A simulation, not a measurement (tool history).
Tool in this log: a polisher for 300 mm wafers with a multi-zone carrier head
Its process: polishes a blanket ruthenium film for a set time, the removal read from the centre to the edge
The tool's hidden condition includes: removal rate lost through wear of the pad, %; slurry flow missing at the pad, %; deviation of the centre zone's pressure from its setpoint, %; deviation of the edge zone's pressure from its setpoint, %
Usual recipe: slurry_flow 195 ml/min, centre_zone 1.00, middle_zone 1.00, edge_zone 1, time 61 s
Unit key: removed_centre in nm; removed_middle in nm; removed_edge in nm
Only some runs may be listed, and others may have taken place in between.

run,day,slurry_flow,centre_zone,middle_zone,edge_zone,time,wafers since the last listed run,wafers polished on this pad,hours since the slurry nozzle was cleaned,hours since the centre zone pressure was calibrated,hours since the edge zone pressure was calibrated,hours since the carrier head's membrane was replaced,"incoming thickness of the incoming film, nm",removed_centre,removed_middle,removed_edge
1,0.000,140,1.00,1.06,1,61,0,301,366.6,44.7,951.6,1275.6,635.3,42.2,44.8,45.0
2,1.417,140,1.00,1.06,1,61,204,505,400.6,78.7,985.6,1309.6,628.4,42.0,45.7,45.2
3,2.304,195,1.08,1.00,1,45,127,633,421.9,100.0,1006.9,1330.9,617.9,37.4,33.3,35.0
4,3.450,195,1.08,1.00,1,45,165,798,449.4,127.5,1034.4,1358.4,629.8,36.3,33.6,35.4
# day 4.767: worn pad replaced by a new one
5,4.788,195,1.08,1.00,1,45,168,3,481.5,159.6,1066.5,1390.5,630.5,36.5,34.0,35.9
6,5.242,230,1.09,1.00,1,48,65,68,492.4,170.5,1077.4,1401.4,630.7,41.2,37.2,38.6
7,5.992,195,1.00,1.00,1,61,108,176,510.4,188.5,1095.4,1419.4,633.8,45.6,47.1,47.5
# day 7.225: slurry nozzle cleaned
8,7.250,195,1.05,0.95,1,42,175,351,0.6,218.7,1125.6,1449.6,633.9,32.0,29.0,32.1
# day 8.108: edge zone pressure recalibrated
9,8.692,195,1.00,1.00,1,61,195,547,35.2,253.3,14.0,1484.2,620.8,41.8,43.4,45.2
# day 9.542: carrier head's membrane replaced by a new one
10,9.879,195,1.08,1.00,1,54,141,688,63.7,281.8,42.5,8.1,628.2,39.3,36.9,39.8
# day 11.304: worn pad replaced by a new one
11,11.325,265,1.00,0.94,1,50,184,2,98.4,316.5,77.2,42.8,625.7,36.5,35.3,38.6

Forecast run 12:
12,12.692,195,1.00,1.00,1,61,196,199,131.2,349.3,110.0,75.6,627.6,?,?,?

removed_centre: 40.5 nm
removed_middle: 41.2 nm
removed_edge: 44.1 nm
The same run, on a tool lacking any hidden state, would have yielded removed_centre 49.5 nm, removed_middle 49.1 nm, removed_edge 50.0 nm.
